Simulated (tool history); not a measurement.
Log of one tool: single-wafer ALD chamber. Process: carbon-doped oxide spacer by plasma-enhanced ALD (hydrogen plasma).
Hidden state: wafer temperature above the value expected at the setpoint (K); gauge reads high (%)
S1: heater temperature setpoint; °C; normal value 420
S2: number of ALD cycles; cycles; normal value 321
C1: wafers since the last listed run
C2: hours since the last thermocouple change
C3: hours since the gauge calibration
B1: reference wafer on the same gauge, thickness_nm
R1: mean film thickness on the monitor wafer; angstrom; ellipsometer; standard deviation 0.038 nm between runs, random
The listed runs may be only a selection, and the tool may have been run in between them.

run	hour	S1	S2	C1	C2	C3	B1	R1
1	0.0	420	321	0	1836.5	663.0	14.574	153.04
2	87.5	420	321	68	1924.0	750.5	14.585	153.18
3	181.4	420	321	73	2017.9	844.4	14.584	151.86
4	284.8	420	321	81	2121.3	947.8	14.609	152.40
5	334.1	420	321	38	2170.6	997.1	14.598	152.90
6	398.5	420	321	50	2235.0	1061.5	14.589	152.42
7	438.6	424	321	31	2275.1	1101.6	14.605	151.17
8	518.4	424	321	62	2354.9	1181.4	14.603	151.60
# hour 563.4: thermocouple changed; heater temperature recalibrated
9	623.6	425	272	76	60.2	1286.6	14.613	128.28
10	684.3	425	272	47	120.9	1347.3	14.631	127.99
# hour 754.4: gauge calibrated
11	760.6	420	321	60	197.2	6.2	14.401	150.44
12	811.7	420	341	40	248.3	57.3	14.418	160.83
13	897.9	433	357	67	334.5	143.5	14.440	162.27
14	974.7	412	380	60	411.3	220.3	14.453	183.69
15	1075.5	409	363	79	512.1	321.1	14.495	178.29
16	1161.3	420	321	67	597.9	406.9	14.531	151.96
17	1213.1	432	258	40	649.7	458.7	14.529	117.78

Each row is a separate what-if for the run after 17, all from the same tool condition, not one after another. Results?
A	1214.0	420	273	0	650.6	459.6	?	?
B	1214.0	410	358	0	650.6	459.6	?	?
C	1214.0	415	321	0	650.6	459.6	?	?
D	1214.0	432	284	0	650.6	459.6	?	?
E	1214.0	428	360	0	650.6	459.6	?	?

run	B1	R1
A	14.512	128.61
B	14.512	173.57
C	14.512	153.43
D	14.512	129.10
E	14.512	165.63
The same runs, with their run-to-run variation unchanged, on a tool lacking any hidden condition would have given:
run	R1
A	127.47
B	172.04
C	152.07
D	127.96
E	164.17

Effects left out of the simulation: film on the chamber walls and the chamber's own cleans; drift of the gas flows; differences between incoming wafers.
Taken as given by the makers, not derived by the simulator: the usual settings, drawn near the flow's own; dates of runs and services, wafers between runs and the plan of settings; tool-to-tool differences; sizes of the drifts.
